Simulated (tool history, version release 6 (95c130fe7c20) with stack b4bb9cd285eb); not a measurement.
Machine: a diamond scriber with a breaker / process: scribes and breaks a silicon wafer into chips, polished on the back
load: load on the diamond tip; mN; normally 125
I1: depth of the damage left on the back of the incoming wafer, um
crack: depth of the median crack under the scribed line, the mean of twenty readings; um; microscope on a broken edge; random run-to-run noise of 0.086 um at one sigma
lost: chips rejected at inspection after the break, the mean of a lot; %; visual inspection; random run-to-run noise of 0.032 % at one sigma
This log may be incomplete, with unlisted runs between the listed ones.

run 1 hour=0.0 | load=144 | I1=0.05 | crack=8.81 lost=2.77
run 2 hour=66.6 | load=144 | I1=0.04 | crack=8.70 lost=2.82
run 3 hour=97.3 | load=125 | I1=0.03 | crack=7.74 lost=0.89
run 4 hour=130.1 | load=125 | I1=0.05 | crack=7.79 lost=0.87
run 5 hour=170.1 | load=125 | I1=0.02 | crack=7.67 lost=1.07
run 6 hour=235.8 | load=125 | I1=0.03 | crack=7.65 lost=1.04
run 7 hour=283.1 | load=125 | I1=0.01 | crack=7.77 lost=1.07
run 8 hour=334.9 | load=134 | I1=0.01 | crack=8.24 lost=0.67
run 9 hour=367.6 | load=134 | I1=0.04 | crack=8.29 lost=0.57
run 10 hour=406.1 | load=134 | I1=0.02 | crack=8.03 lost=0.67
run 11 hour=440.2 | load=125 | I1=0.04 | crack=7.73 lost=1.25
run 12 hour=479.2 | load=125 | I1=0.01 | crack=7.63 lost=1.31
run 13 hour=507.9 | load=108 | I1=0.01 | crack=6.80 lost=8.89
run 14 hour=564.4 | load=108 | I1=0.03 | crack=6.79 lost=8.55
run 15 hour=596.8 | load=108 | I1=0.04 | crack=6.85 lost=9.39
run 16 hour=632.4 | load=125 | I1=0.03 | crack=7.80 lost=1.17
run 17 hour=701.2 | load=105 | I1=0.03 | crack=6.69 lost=11.35
run 18 hour=759.1 | load=87 | I1=0.02 | crack=5.66 lost=34.97
run 19 hour=827.3 | load=159 | I1=0.05 | crack=9.31 lost=6.67
-- hour=850.4 diamond tip replaced by a new one, of another model than before
run 20 hour=862.1 | load=92 | I1=0.05 | crack=6.34 lost=17.44
run 21 hour=900.1 | load=151 | I1=0.04 | crack=8.69 lost=2.73
run 22 hour=929.7 | load=125 | I1=0.01 | crack=7.67 lost=1.16
run 23 hour=983.8 | load=106 | I1=0.05 | crack=6.94 lost=7.59
run 24 hour=1041.4 | load=125 | I1=0.01 | crack=7.76 lost=1.17
run 25 hour=1095.9 | load=97 | I1=0.01 | crack=6.58 lost=12.96
run 26 hour=1164.6 | load=115 | I1=0.02 | crack=7.26 lost=3.41
-- hour=1175.4 load on the tip recalibrated
run 27 hour=1188.8 | load=160 | I1=0.04 | crack=9.31 lost=7.78
run 28 hour=1247.9 | load=148 | I1=0.04 | crack=9.12 lost=3.85
run 29 hour=1299.6 | load=156 | I1=0.02 | crack=9.26 lost=6.05
run 30 hour=1370.4 | load=138 | I1=0.02 | crack=8.52 lost=1.40
run 31 hour=1539.2 | load=112 | I1=0.02 | crack=7.23 lost=3.36
run 32 hour=1593.0 | load=110 | I1=0.04 | crack=7.31 lost=4.09
run 33 hour=1656.0 | load=125 | I1=0.04 | crack=7.88 lost=0.75
run 34 hour=1717.7 | load=163 | I1=0.04 | crack=9.21 lost=7.14

Each row is a separate what-if for the run after 34, all from the same tool condition, not one after another. Results?
run A hour=1718.3 | load=125 | I1=0.01 | crack=? lost=?
run B hour=1718.3 | load=109 | I1=0.01 | crack=? lost=?
run C hour=1718.3 | load=111 | I1=0.01 | crack=? lost=?
run D hour=1718.3 | load=107 | I1=0.01 | crack=? lost=?
run E hour=1718.3 | load=91 | I1=0.01 | crack=? lost=?

run=A crack=7.93 lost=0.79
run=B crack=7.27 lost=4.60
run=C crack=7.35 lost=3.84
run=D crack=7.18 lost=5.45
run=E crack=6.49 lost=15.66
What these runs would have given with no unlogged condition in the tool:
run=A crack=8.15 lost=0.55
run=B crack=7.47 lost=2.91
run=C crack=7.56 lost=2.33
run=D crack=7.38 lost=3.57
run=E crack=6.67 lost=12.45

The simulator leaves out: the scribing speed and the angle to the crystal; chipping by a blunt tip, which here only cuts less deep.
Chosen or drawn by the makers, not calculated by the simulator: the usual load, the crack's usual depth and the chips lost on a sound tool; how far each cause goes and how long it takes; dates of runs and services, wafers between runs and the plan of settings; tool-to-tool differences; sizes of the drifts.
